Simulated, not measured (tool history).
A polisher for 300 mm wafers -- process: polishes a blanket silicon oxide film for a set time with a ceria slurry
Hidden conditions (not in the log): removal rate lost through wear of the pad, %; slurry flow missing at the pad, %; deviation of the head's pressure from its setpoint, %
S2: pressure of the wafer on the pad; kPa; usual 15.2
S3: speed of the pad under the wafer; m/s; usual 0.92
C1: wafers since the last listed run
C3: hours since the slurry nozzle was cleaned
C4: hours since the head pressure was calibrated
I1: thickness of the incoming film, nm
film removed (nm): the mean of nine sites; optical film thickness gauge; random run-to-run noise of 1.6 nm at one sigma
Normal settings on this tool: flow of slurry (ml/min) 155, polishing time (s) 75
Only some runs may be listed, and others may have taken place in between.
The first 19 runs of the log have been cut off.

{"day": 20.704, "done": "head pressure recalibrated"}
{"day": 20.842, "done": "worn pad replaced by a new one"}
{"run": 20, "day": 21.571, "flow of slurry (ml/min)": 120, "S2": 9.7, "S3": 0.92, "polishing time (s)": 75, "C1": 193, "wafers polished on this pad": 183, "C3": 435.5, "C4": 20.8, "I1": 723.5, "film removed (nm)": 144.2}
{"day": 21.767, "done": "slurry nozzle cleaned"}
{"run": 21, "day": 22.183, "flow of slurry (ml/min)": 155, "S2": 15.2, "S3": 0.92, "polishing time (s)": 67, "C1": 144, "wafers polished on this pad": 328, "C3": 10.0, "C4": 35.5, "I1": 728.3, "film removed (nm)": 191.2}
{"run": 22, "day": 23.204, "flow of slurry (ml/min)": 200, "S2": 20.0, "S3": 0.8, "polishing time (s)": 75, "C1": 257, "wafers polished on this pad": 586, "C3": 34.5, "C4": 60.0, "I1": 735.3, "film removed (nm)": 239.5}
{"run": 23, "day": 24.346, "flow of slurry (ml/min)": 110, "S2": 17.9, "S3": 0.78, "polishing time (s)": 55, "C1": 288, "wafers polished on this pad": 874, "C3": 61.9, "C4": 87.4, "I1": 735.6, "film removed (nm)": 139.6}
{"run": 24, "day": 25.604, "flow of slurry (ml/min)": 155, "S2": 11.0, "S3": 1.16, "polishing time (s)": 75, "C1": 317, "wafers polished on this pad": 1192, "C3": 92.1, "C4": 117.6, "I1": 730.0, "film removed (nm)": 199.6}
{"run": 25, "day": 26.571, "flow of slurry (ml/min)": 155, "S2": 15.2, "S3": 0.92, "polishing time (s)": 75, "C1": 244, "wafers polished on this pad": 1436, "C3": 115.3, "C4": 140.8, "I1": 734.4, "film removed (nm)": 203.8}
{"day": 27.238, "done": "worn pad replaced by a new one"}
{"run": 26, "day": 27.738, "flow of slurry (ml/min)": 155, "S2": 15.2, "S3": 0.92, "polishing time (s)": 75, "C1": 252, "wafers polished on this pad": 126, "C3": 143.3, "C4": 168.8, "I1": 730.9, "film removed (nm)": 210.2}
{"run": 27, "day": 29.054, "flow of slurry (ml/min)": 155, "S2": 15.2, "S3": 0.92, "polishing time (s)": 75, "C1": 332, "wafers polished on this pad": 458, "C3": 174.9, "C4": 200.4, "I1": 732.1, "film removed (nm)": 209.3}
{"run": 28, "day": 30.154, "flow of slurry (ml/min)": 155, "S2": 15.2, "S3": 0.76, "polishing time (s)": 75, "C1": 277, "wafers polished on this pad": 736, "C3": 201.3, "C4": 226.8, "I1": 735.8, "film removed (nm)": 167.6}
{"run": 29, "day": 31.621, "flow of slurry (ml/min)": 170, "S2": 15.2, "S3": 0.92, "polishing time (s)": 85, "C1": 370, "wafers polished on this pad": 1107, "C3": 236.5, "C4": 262.0, "I1": 721.5, "film removed (nm)": 228.7}
{"run": 30, "day": 32.129, "flow of slurry (ml/min)": 200, "S2": 15.2, "S3": 1.18, "polishing time (s)": 92, "C1": 128, "wafers polished on this pad": 1235, "C3": 248.7, "C4": 274.2, "I1": 732.6, "film removed (nm)": 323.8}
{"run": 31, "day": 32.983, "flow of slurry (ml/min)": 155, "S2": 15.2, "S3": 0.92, "polishing time (s)": 75, "C1": 215, "wafers polished on this pad": 1451, "C3": 269.2, "C4": 294.7, "I1": 726.3, "film removed (nm)": 196.8}
{"day": 33.775, "done": "worn pad replaced by a new one"}
{"run": 32, "day": 33.796, "flow of slurry (ml/min)": 190, "S2": 15.2, "S3": 0.76, "polishing time (s)": 75, "C1": 163, "wafers polished on this pad": 5, "C3": 288.7, "C4": 314.2, "I1": 729.2, "film removed (nm)": 180.0}
{"run": 33, "day": 34.729, "flow of slurry (ml/min)": 155, "S2": 13.1, "S3": 0.8, "polishing time (s)": 75, "C1": 235, "wafers polished on this pad": 240, "C3": 311.1, "C4": 336.6, "I1": 739.9, "film removed (nm)": 162.1}

Below are 4 alternative next runs, each starting from the tool's condition after run 33. Predict each:
{"run": "A", "day": 34.746, "flow of slurry (ml/min)": 125, "S2": 15.2, "S3": 0.92, "polishing time (s)": 75, "C1": 4, "wafers polished on this pad": 245, "C3": 311.5, "C4": 337.0, "I1": 734.9, "film removed (nm)": "?"}
{"run": "B", "day": 34.746, "flow of slurry (ml/min)": 155, "S2": 20.7, "S3": 0.92, "polishing time (s)": 75, "C1": 4, "wafers polished on this pad": 245, "C3": 311.5, "C4": 337.0, "I1": 734.9, "film removed (nm)": "?"}
{"run": "C", "day": 34.746, "flow of slurry (ml/min)": 170, "S2": 15.2, "S3": 0.92, "polishing time (s)": 61, "C1": 4, "wafers polished on this pad": 245, "C3": 311.5, "C4": 337.0, "I1": 734.9, "film removed (nm)": "?"}
{"run": "D", "day": 34.746, "flow of slurry (ml/min)": 180, "S2": 9.7, "S3": 0.66, "polishing time (s)": 92, "C1": 4, "wafers polished on this pad": 245, "C3": 311.5, "C4": 337.0, "I1": 734.9, "film removed (nm)": "?"}

run=A film_removed_(nm)=203.3
run=B film_removed_(nm)=273.1
run=C film_removed_(nm)=173.6
run=D film_removed_(nm)=133.1
Had the tool no hidden state, the same runs would have come out as:
run=A film_removed_(nm)=211.2
run=B film_removed_(nm)=283.7
run=C film_removed_(nm)=180.4
run=D film_removed_(nm)=138.3
